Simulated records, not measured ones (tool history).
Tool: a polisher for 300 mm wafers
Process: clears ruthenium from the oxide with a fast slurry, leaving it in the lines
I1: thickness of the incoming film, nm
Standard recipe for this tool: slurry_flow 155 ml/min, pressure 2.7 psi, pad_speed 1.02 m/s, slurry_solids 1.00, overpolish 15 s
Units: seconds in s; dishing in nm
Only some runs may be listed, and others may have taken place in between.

run 1 day=0.000 | slurry_flow=155 pressure=2.7 pad_speed=1.02 slurry_solids=1.00 overpolish=15 | I1=300.5 | seconds=75.0 dishing=46.1
run 2 day=0.379 | slurry_flow=125 pressure=2.7 pad_speed=1.02 slurry_solids=1.00 overpolish=15 | I1=300.7 | seconds=82.5 dishing=43.9
run 3 day=0.779 | slurry_flow=125 pressure=2.7 pad_speed=1.02 slurry_solids=1.00 overpolish=15 | I1=298.8 | seconds=78.8 dishing=44.4
-- day=1.088 worn pad replaced by a new one
run 4 day=1.108 | slurry_flow=125 pressure=2.7 pad_speed=1.02 slurry_solids=1.00 overpolish=15 | I1=302.5 | seconds=82.2 dishing=43.7
run 5 day=2.767 | slurry_flow=115 pressure=3.2 pad_speed=1.02 slurry_solids=1.00 overpolish=15 | I1=299.1 | seconds=70.4 dishing=51.8
run 6 day=3.362 | slurry_flow=155 pressure=2.7 pad_speed=1.02 slurry_solids=1.00 overpolish=15 | I1=299.3 | seconds=75.8 dishing=46.0
run 7 day=3.762 | slurry_flow=155 pressure=2.7 pad_speed=1.02 slurry_solids=1.00 overpolish=15 | I1=301.1 | seconds=75.9 dishing=45.7
run 8 day=4.242 | slurry_flow=155 pressure=2.7 pad_speed=1.02 slurry_solids=1.00 overpolish=15 | I1=294.9 | seconds=74.5 dishing=46.6
run 9 day=4.704 | slurry_flow=155 pressure=2.7 pad_speed=1.02 slurry_solids=1.00 overpolish=15 | I1=297.8 | seconds=75.7 dishing=46.0
run 10 day=5.421 | slurry_flow=155 pressure=2.1 pad_speed=1.02 slurry_solids=1.00 overpolish=15 | I1=300.2 | seconds=98.9 dishing=36.6
-- day=5.675 worn pad replaced by a new one
run 11 day=5.700 | slurry_flow=155 pressure=2.7 pad_speed=1.02 slurry_solids=1.00 overpolish=15 | I1=299.8 | seconds=79.8 dishing=45.8
run 12 day=6.292 | slurry_flow=155 pressure=2.7 pad_speed=1.02 slurry_solids=1.00 overpolish=9 | I1=300.1 | seconds=78.0 dishing=28.7
run 13 day=6.696 | slurry_flow=155 pressure=2.7 pad_speed=1.02 slurry_solids=1.00 overpolish=9 | I1=300.0 | seconds=76.9 dishing=29.5
run 14 day=7.092 | slurry_flow=155 pressure=2.7 pad_speed=0.80 slurry_solids=1.00 overpolish=15 | I1=299.5 | seconds=88.1 dishing=40.6
-- day=7.258 head pressure recalibrated
run 15 day=9.104 | slurry_flow=155 pressure=2.7 pad_speed=1.02 slurry_solids=1.00 overpolish=15 | I1=297.6 | seconds=76.7 dishing=47.2
-- day=9.808 slurry blender recalibrated
-- day=10.108 worn pad replaced by a new one
-- day=10.321 slurry nozzle cleaned
run 16 day=10.742 | slurry_flow=100 pressure=2.2 pad_speed=1.02 slurry_solids=1.00 overpolish=15 | I1=299.8 | seconds=107.5 dishing=34.4
run 17 day=11.400 | slurry_flow=115 pressure=3.0 pad_speed=1.02 slurry_solids=1.00 overpolish=19 | I1=299.9 | seconds=73.4 dishing=59.7
run 18 day=11.912 | slurry_flow=155 pressure=3.5 pad_speed=1.02 slurry_solids=1.00 overpolish=18 | I1=300.6 | seconds=60.2 dishing=67.3
run 19 day=12.492 | slurry_flow=170 pressure=2.7 pad_speed=1.02 slurry_solids=1.00 overpolish=15 | I1=297.5 | seconds=74.6 dishing=45.0
run 20 day=12.954 | slurry_flow=120 pressure=2.4 pad_speed=1.02 slurry_solids=0.70 overpolish=15 | I1=299.5 | seconds=131.4 dishing=27.9
run 21 day=13.217 | slurry_flow=175 pressure=2.7 pad_speed=1.02 slurry_solids=0.75 overpolish=15 | I1=297.6 | seconds=96.8 dishing=35.5
run 22 day=13.896 | slurry_flow=120 pressure=3.3 pad_speed=0.68 slurry_solids=1.00 overpolish=20 | I1=299.8 | seconds=86.4 dishing=55.5
run 23 day=14.167 | slurry_flow=155 pressure=2.7 pad_speed=1.02 slurry_solids=1.00 overpolish=15 | I1=298.9 | seconds=76.0 dishing=44.8
-- day=14.583 worn pad replaced by a new one
run 24 day=14.604 | slurry_flow=100 pressure=2.2 pad_speed=1.02 slurry_solids=1.00 overpolish=15 | I1=303.1 | seconds=103.8 dishing=34.3
run 25 day=14.746 | slurry_flow=155 pressure=2.7 pad_speed=1.02 slurry_solids=1.00 overpolish=15 | I1=305.1 | seconds=78.7 dishing=47.0
run 26 day=15.438 | slurry_flow=170 pressure=3.3 pad_speed=1.02 slurry_solids=1.00 overpolish=22 | I1=297.0 | seconds=59.1 dishing=75.5
run 27 day=16.050 | slurry_flow=155 pressure=2.7 pad_speed=1.14 slurry_solids=0.80 overpolish=21 | I1=299.8 | seconds=92.7 dishing=52.8
run 28 day=16.667 | slurry_flow=100 pressure=2.7 pad_speed=1.02 slurry_solids=1.00 overpolish=24 | I1=303.0 | seconds=86.8 dishing=62.5

State the hidden condition of the tool at each of the runs:
removal rate lost through wear of the pad, %: 0 in every run
slurry flow missing at the pad, %: 0 in every run
deviation of the head's pressure from its setpoint, %: 0 in every run
abrasive missing from the slurry, %: 0 in every run
